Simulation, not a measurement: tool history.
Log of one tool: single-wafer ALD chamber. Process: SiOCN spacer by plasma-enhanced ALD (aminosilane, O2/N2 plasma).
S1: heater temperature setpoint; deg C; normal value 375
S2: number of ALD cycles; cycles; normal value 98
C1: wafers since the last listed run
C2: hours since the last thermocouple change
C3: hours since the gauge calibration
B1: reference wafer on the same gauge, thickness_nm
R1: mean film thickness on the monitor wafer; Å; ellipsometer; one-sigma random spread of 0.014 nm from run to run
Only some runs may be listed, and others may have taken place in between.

run 1 day=0 | S1=375 S2=98 | C1=0 C2=2609.3 C3=55.1 | B1=5.242 | R1=56.19
run 2 day=0.404 | S1=375 S2=98 | C1=36 C2=2619 C3=64.8 | B1=5.241 | R1=55.97
run 3 day=0.783 | S1=375 S2=98 | C1=34 C2=2628.1 C3=73.9 | B1=5.242 | R1=56.12
run 4 day=1.121 | S1=385 S2=89 | C1=30 C2=2636.2 C3=82 | B1=5.233 | R1=51.03
run 5 day=1.567 | S1=375 S2=98 | C1=40 C2=2646.9 C3=92.7 | B1=5.238 | R1=56.04
run 6 day=1.971 | S1=375 S2=90 | C1=36 C2=2656.6 C3=102.4 | B1=5.238 | R1=51.55
run 7 day=2.642 | S1=375 S2=90 | C1=61 C2=2672.7 C3=118.5 | B1=5.245 | R1=51.66
run 8 day=3.254 | S1=375 S2=90 | C1=55 C2=2687.4 C3=133.2 | B1=5.242 | R1=51.59
-- day=3.308 gauge calibrated
run 9 day=3.817 | S1=375 S2=98 | C1=51 C2=2700.9 C3=12.2 | B1=5.24 | R1=56.26
-- day=4.254 thermocouple changed; heater temperature recalibrated
run 10 day=4.317 | S1=367 S2=85 | C1=15 C2=1.5 C3=24.2 | B1=5.242 | R1=48.66
run 11 day=4.596 | S1=379 S2=111 | C1=25 C2=8.2 C3=30.9 | B1=5.237 | R1=63.51
run 12 day=4.933 | S1=375 S2=90 | C1=30 C2=16.3 C3=39 | B1=5.238 | R1=51.69
run 13 day=5.346 | S1=365 S2=81 | C1=37 C2=26.2 C3=48.9 | B1=5.237 | R1=46.28
run 14 day=5.608 | S1=368 S2=93 | C1=23 C2=32.5 C3=55.2 | B1=5.24 | R1=53.25
run 15 day=6.229 | S1=375 S2=98 | C1=56 C2=47.4 C3=70.1 | B1=5.237 | R1=56.26
run 16 day=6.533 | S1=381 S2=92 | C1=27 C2=54.7 C3=77.4 | B1=5.24 | R1=52.81
run 17 day=7.254 | S1=367 S2=98 | C1=65 C2=72 C3=94.7 | B1=5.237 | R1=56.27
run 18 day=8.746 | S1=370 S2=107 | C1=136 C2=107.8 C3=130.5 | B1=5.24 | R1=61.43
-- day=9.288 gauge calibrated
run 19 day=9.346 | S1=375 S2=98 | C1=54 C2=122.2 C3=1.4 | B1=5.24 | R1=56.25

Predict each of these 4 candidate next runs independently; none follows another, all start after run 19:
run A day=9.371 | S1=370 S2=98 | C1=2 C2=122.8 C3=2 | B1=? | R1=?
run B day=9.371 | S1=380 S2=113 | C1=2 C2=122.8 C3=2 | B1=? | R1=?
run C day=9.371 | S1=389 S2=84 | C1=2 C2=122.8 C3=2 | B1=? | R1=?
run D day=9.371 | S1=369 S2=108 | C1=2 C2=122.8 C3=2 | B1=? | R1=?

run=A B1=5.238 R1=56.37
run=B B1=5.238 R1=64.99
run=C B1=5.238 R1=48.31
run=D B1=5.238 R1=62.12
The same runs, with their run-to-run variation unchanged, on a tool lacking any hidden condition would have given:
run=A R1=56.37
run=B R1=64.99
run=C R1=48.31
run=D R1=62.12
